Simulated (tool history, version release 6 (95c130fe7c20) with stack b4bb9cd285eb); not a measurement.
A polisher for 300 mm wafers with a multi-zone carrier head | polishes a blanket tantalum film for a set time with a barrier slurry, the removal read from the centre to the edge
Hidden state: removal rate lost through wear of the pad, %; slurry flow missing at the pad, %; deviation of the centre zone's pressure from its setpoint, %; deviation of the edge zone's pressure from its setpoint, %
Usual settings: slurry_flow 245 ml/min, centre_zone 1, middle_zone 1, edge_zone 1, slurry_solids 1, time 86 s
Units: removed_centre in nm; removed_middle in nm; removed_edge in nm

run	hour	slurry_flow	centre_zone	middle_zone	edge_zone	slurry_solids	time	wafers since the last listed run	wafers polished on this pad	hours since the slurry nozzle was cleaned	hours since the centre zone pressure was calibrated	hours since the edge zone pressure was calibrated	hours since the carrier head's membrane was replaced	incoming thickness of the incoming film, nm	removed_centre	removed_middle	removed_edge
1	0	190	1	1	1.1	0.8	95	0	2	514.1	41.1	59.2	131.3	432.3	150.9	150	160.5
2	26.7	245	1.04	1	1.11	1	112	258	260	540.8	67.8	85.9	158	420	196.2	187.4	197.3
3	45	175	1.07	1	0.93	1	66	176	437	559.1	86.1	104.2	176.3	436.4	109.3	103.9	101.5
4	89.1	245	1	1	1.07	0.85	86	426	863	603.2	130.2	148.3	220.4	428.7	135.1	134.4	138.9
5	124.2	245	1	1	1	1	86	339	1203	638.3	165.3	183.4	255.5	422.3	136.4	137.5	135.7
6	158	245	1.09	1	0.9	1	86	326	1529	672.1	199.1	217.2	289.3	425.1	150.8	138	128.4
7	180.9	190	1	1	0.95	0.9	86	221	1751	695	222	240.1	312.2	432.2	125.9	127.4	125.3
8	200.1	245	1	0.94	1.06	1	86	185	1936	714.2	241.2	259.3	331.4	431.6	134	127.2	139.1
# hour 212.2: worn pad replaced by a new one
9	219.6	245	1	1	1.11	1	86	149	71	733.7	260.7	278.8	350.9	431	144.1	144.1	151.8
10	252	245	1	1	1	1	86	313	384	766.1	293.1	311.2	383.3	428.3	140.6	141	143.3
11	280.2	225	1	1	0.91	1	86	272	656	794.3	321.3	339.4	411.5	429.9	137.7	137.2	131.6
# hour 301.7: slurry nozzle cleaned
12	312	245	1	0.95	1	1.3	86	297	954	10.3	353.1	371.2	443.3	426.8	148.7	142.8	148.4
13	331.3	245	1	0.88	1	1.2	66	186	1141	29.6	372.4	390.5	462.6	429.6	113.3	100.1	112.7
14	363.8	245	1	1	1.03	1	57	314	1455	62.1	404.9	423	495.1	435	92.6	92.1	92.3
15	391.7	245	1	1	1	1	59	269	1724	90	432.8	450.9	523	426.8	95.9	94.8	95.8
16	415.2	180	1	1	1	0.8	86	227	1952	113.5	456.3	474.4	546.5	428.6	127.3	126.9	128.3
# hour 435.2: worn pad replaced by a new one
# hour 471: edge zone pressure recalibrated
17	496.3	320	1.1	1	1	0.9	115	725	570	194.6	537.4	25.3	627.6	435.2	216.3	191.9	189.1
18	524.4	245	1.04	1	1	0.75	97	271	842	222.7	565.5	53.4	655.7	429.8	156.3	151.3	151.2
19	554.5	245	1	1.07	1	1	86	290	1133	252.8	595.6	83.5	685.8	428.4	137.4	145.9	137
20	571.8	245	1	0.89	1	1	86	167	1300	270.1	612.9	100.8	703.1	429.9	138.7	125.6	135.7
21	588.6	245	1.04	1.08	0.91	1	78	162	1462	286.9	629.7	117.6	719.9	422.7	131.9	133.1	121.9
22	612.7	245	1	1	1	1	86	232	1695	311	653.8	141.7	744	435.7	134.6	135.6	136.9

The same runs without the tool's hidden state, with the same run-to-run variation:
run	removed_centre	removed_middle	removed_edge
1	157	155.4	164.9
2	207.3	197.5	206.5
3	118.6	112.1	108.4
4	148	146.7	150.5
5	151.2	151.9	148.6
6	168.7	153.7	141.8
7	143.2	144	139.9
8	151.1	142.7	154.7
9	152.1	151.4	157.9
10	152.4	152.2	153
11	152.5	151.1	143.2
12	159.2	152.7	158.5
13	122	107.7	121
14	100.5	99.8	99.9
15	104.7	103.3	104.2
16	140	139.3	140.3
17	231.1	204.8	201.3
18	169.9	164.2	163.4
19	150.9	160	149.5
20	153	138.2	148.7
21	146.1	147.2	134.1
22	149.8	150.6	151.2

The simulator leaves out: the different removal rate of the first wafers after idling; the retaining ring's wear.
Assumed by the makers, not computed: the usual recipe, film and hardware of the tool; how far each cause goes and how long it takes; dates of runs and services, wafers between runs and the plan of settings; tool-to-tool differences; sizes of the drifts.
